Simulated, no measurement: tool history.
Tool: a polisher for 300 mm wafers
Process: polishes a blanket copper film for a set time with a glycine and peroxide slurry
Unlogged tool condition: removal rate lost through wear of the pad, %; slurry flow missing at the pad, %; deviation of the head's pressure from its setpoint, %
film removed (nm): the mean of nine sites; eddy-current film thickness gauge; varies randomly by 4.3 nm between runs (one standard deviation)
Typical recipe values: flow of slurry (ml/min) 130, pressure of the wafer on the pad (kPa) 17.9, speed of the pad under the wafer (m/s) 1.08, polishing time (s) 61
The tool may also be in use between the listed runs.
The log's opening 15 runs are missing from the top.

run   hour  flow of slurry (ml/min)  pressure of the wafer on the pad (kPa)  speed of the pad under the wafer (m/s)  polishing time (s)  wafers since the last listed run  wafers polished on this pad  hours since the slurry nozzle was cleaned  hours since the head pressure was calibrated  incoming thickness of the incoming film, nm  film removed (nm)
 16  421.8                      105                                    17.9                                    1.08                  78                               164                         1830                                       61.4                                        1237.7                                        941.7              403.3
     432.0  -- worn pad replaced by a new one
 17  441.8                      130                                    17.9                                    1.08                  61                               187                          114                                       81.4                                        1257.7                                        940.2              327.2
 18  476.6                      105                                    23.4                                    1.08                  61                               407                          522                                      116.2                                        1292.5                                        934.9              389.9
     479.9  -- slurry nozzle cleaned, repeated, since the last time left the tool worse
 19  510.2                      130                                    17.9                                    1.08                  61                               381                          904                                       30.3                                        1326.1                                        939.7              373.6
     535.9  -- head pressure recalibrated
 20  540.9                      130                                    17.9                                    1.08                  46                               336                         1240                                       61.0                                           5.0                                        933.1              282.0
 21  563.3                      155                                    15.2                                    1.08                  61                               262                         1502                                       83.4                                          27.4                                        941.6              328.2
 22  591.9                      150                                    17.9                                    1.08                  80                               335                         1838                                      112.0                                          56.0                                        938.5              503.3
     598.2  -- worn pad replaced by a new one
 23  626.6                      105                                    17.9                                    1.08                  73                               359                          332                                      146.7                                          90.7                                        947.3              426.6
 24  646.4                      130                                    17.9                                    1.34                  61                               232                          564                                      166.5                                         110.5                                        933.9              449.4
 25  658.6                       85                                    15.9                                    1.28                  61                               142                          707                                      178.7                                         122.7                                        941.8              350.1
 26  690.8                      130                                    14.5                                    1.42                  61                               377                         1085                                      210.9                                         154.9                                        954.6              387.6
 27  703.7                       85                                    14.5                                    0.98                  69                               151                         1236                                      223.8                                         167.8                                        918.0              303.9
 28  732.8                      130                                    17.9                                    1.08                  61                               340                         1577                                      252.9                                         196.9                                        955.2              366.8

For run 29, what comes out?
 29  765.2                      105                                    17.9                                    1.08                  67                               379                         1956                                      285.3                                         229.3                                        940.7                  ?

Run 29 produced film removed (nm) 382.3.
On a tool with no hidden condition, and with the same random variation, this run would have come out at film removed (nm) 386.4.

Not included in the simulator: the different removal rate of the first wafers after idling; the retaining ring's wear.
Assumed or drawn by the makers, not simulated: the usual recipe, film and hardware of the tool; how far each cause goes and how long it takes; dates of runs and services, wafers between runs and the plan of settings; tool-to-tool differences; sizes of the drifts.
